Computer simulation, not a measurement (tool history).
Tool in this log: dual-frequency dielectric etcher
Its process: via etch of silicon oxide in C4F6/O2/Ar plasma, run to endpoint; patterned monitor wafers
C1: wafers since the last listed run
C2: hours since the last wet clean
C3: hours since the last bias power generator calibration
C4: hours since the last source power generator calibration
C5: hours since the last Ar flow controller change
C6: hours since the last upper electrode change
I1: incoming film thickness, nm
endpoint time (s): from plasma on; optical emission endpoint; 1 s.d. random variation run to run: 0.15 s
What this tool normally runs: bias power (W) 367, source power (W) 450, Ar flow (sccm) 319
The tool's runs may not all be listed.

Run 1, hour 0.0: usual settings; C1 0; C2 121.0; C3 2780.2; C4 1591.6; C5 3854.7; C6 2389.8; I1 181.7. Result: endpoint time (s) 37.4.
Run 2, hour 84.2: usual settings but source power (W) 530; C1 1058; C2 205.2; C3 2864.4; C4 1675.8; C5 3938.9; C6 2474.0; I1 180.1. Result: endpoint time (s) 34.5.
Run 3, hour 96.7: usual settings but source power (W) 530; C1 157; C2 217.7; C3 2876.9; C4 1688.3; C5 3951.4; C6 2486.5; I1 182.8. Result: endpoint time (s) 34.9.
Run 4, hour 124.9: usual settings; C1 354; C2 245.9; C3 2905.1; C4 1716.5; C5 3979.6; C6 2514.7; I1 182.0. Result: endpoint time (s) 37.9.
Run 5, hour 148.2: usual settings; C1 292; C2 269.2; C3 2928.4; C4 1739.8; C5 4002.9; C6 2538.0; I1 184.6. Result: endpoint time (s) 38.2.
Run 6, hour 167.3: usual settings; C1 240; C2 288.3; C3 2947.5; C4 1758.9; C5 4022.0; C6 2557.1; I1 182.8. Result: endpoint time (s) 38.1.
Run 7, hour 191.3: usual settings; C1 301; C2 312.3; C3 2971.5; C4 1782.9; C5 4046.0; C6 2581.1; I1 186.0. Result: endpoint time (s) 38.6.
Run 8, hour 221.9: usual settings; C1 384; C2 342.9; C3 3002.1; C4 1813.5; C5 4076.6; C6 2611.7; I1 181.4. Result: endpoint time (s) 37.8.
Run 9, hour 236.9: usual settings; C1 188; C2 357.9; C3 3017.1; C4 1828.5; C5 4091.6; C6 2626.7; I1 182.8. Result: endpoint time (s) 38.3.
At hour 262.6: source power generator calibrated.
Run 10, hour 267.3: usual settings; C1 331; C2 388.3; C3 3047.5; C4 4.7; C5 4122.0; C6 2657.1; I1 182.4. Result: endpoint time (s) 38.2.
At hour 302.2: wet clean of the chamber.
Run 11, hour 302.7: usual settings but source power (W) 370; C1 143; C2 0.5; C3 3082.9; C4 40.1; C5 4157.4; C6 2692.5; I1 181.8. Result: endpoint time (s) 41.2.
At hour 331.4: upper electrode replaced.
Run 12, hour 331.9: usual settings; C1 65; C2 29.7; C3 3112.1; C4 69.3; C5 4186.6; C6 0.5; I1 180.9. Result: endpoint time (s) 37.5.
Run 13, hour 332.3: usual settings; C1 5; C2 30.1; C3 3112.5; C4 69.7; C5 4187.0; C6 0.9; I1 181.9. Result: endpoint time (s) 37.4.
Run 14, hour 357.2: usual settings but bias power (W) 448, Ar flow (sccm) 260; C1 312; C2 55.0; C3 3137.4; C4 94.6; C5 4211.9; C6 25.8; I1 183.8. Result: endpoint time (s) 34.2.
Run 15, hour 371.1: usual settings but bias power (W) 409, source power (W) 360; C1 174; C2 68.9; C3 3151.3; C4 108.5; C5 4225.8; C6 39.7; I1 183.0. Result: endpoint time (s) 40.8.
Run 16, hour 405.3: usual settings but source power (W) 550; C1 429; C2 103.1; C3 3185.5; C4 142.7; C5 4260.0; C6 73.9; I1 181.1. Result: endpoint time (s) 33.9.
At hour 414.7: Ar flow controller replaced.
Run 17, hour 422.9: usual settings but Ar flow (sccm) 378; C1 145; C2 120.7; C3 3203.1; C4 160.3; C5 8.2; C6 91.5; I1 183.6. Result: endpoint time (s) 39.1.
At hour 447.2: bias power generator calibrated.
Run 18, hour 451.7: usual settings; C1 311; C2 149.5; C3 4.5; C4 189.1; C5 37.0; C6 120.3; I1 181.9. Result: endpoint time (s) 37.6.
Run 19, hour 470.7: usual settings but source power (W) 380; C1 238; C2 168.5; C3 23.5; C4 208.1; C5 56.0; C6 139.3; I1 183.6. Result: endpoint time (s) 41.4.
Run 20, hour 487.7: usual settings but bias power (W) 327, Ar flow (sccm) 282; C1 213; C2 185.5; C3 40.5; C4 225.1; C5 73.0; C6 156.3; I1 181.1. Result: endpoint time (s) 37.9.
Run 21, hour 521.3: usual settings; C1 422; C2 219.1; C3 74.1; C4 258.7; C5 106.6; C6 189.9; I1 183.6. Result: endpoint time (s) 38.2.
Run 22, hour 546.9: usual settings but source power (W) 380; C1 321; C2 244.7; C3 99.7; C4 284.3; C5 132.2; C6 215.5; I1 181.4. Result: endpoint time (s) 41.4.
Run 23, hour 575.6: usual settings but bias power (W) 343, Ar flow (sccm) 377; C1 360; C2 273.4; C3 128.4; C4 313.0; C5 160.9; C6 244.2; I1 182.1. Result: endpoint time (s) 39.8.

Alternative continuations, all from the tool just after run 23; predict every row:
Run A, hour 576.0: usual settings; C1 5; C2 273.8; C3 128.8; C4 313.4; C5 161.3; C6 244.6; I1 184.8. Result: endpoint time (s) ?.
Run B, hour 576.0: usual settings but bias power (W) 443, source power (W) 480, Ar flow (sccm) 293; C1 5; C2 273.8; C3 128.8; C4 313.4; C5 161.3; C6 244.6; I1 184.8. Result: endpoint time (s) ?.
Run C, hour 576.0: usual settings but bias power (W) 437; C1 5; C2 273.8; C3 128.8; C4 313.4; C5 161.3; C6 244.6; I1 184.8. Result: endpoint time (s) ?.
Run D, hour 576.0: usual settings but bias power (W) 447, source power (W) 520; C1 5; C2 273.8; C3 128.8; C4 313.4; C5 161.3; C6 244.6; I1 184.8. Result: endpoint time (s) ?.

run  endpoint time (s)
  A               38.6
  B               34.7
  C               36.5
  D               33.8
Had the tool no hidden state, the same runs would have come out as:
run  endpoint time (s)
  A               38.1
  B               34.3
  C               36.1
  D               33.4
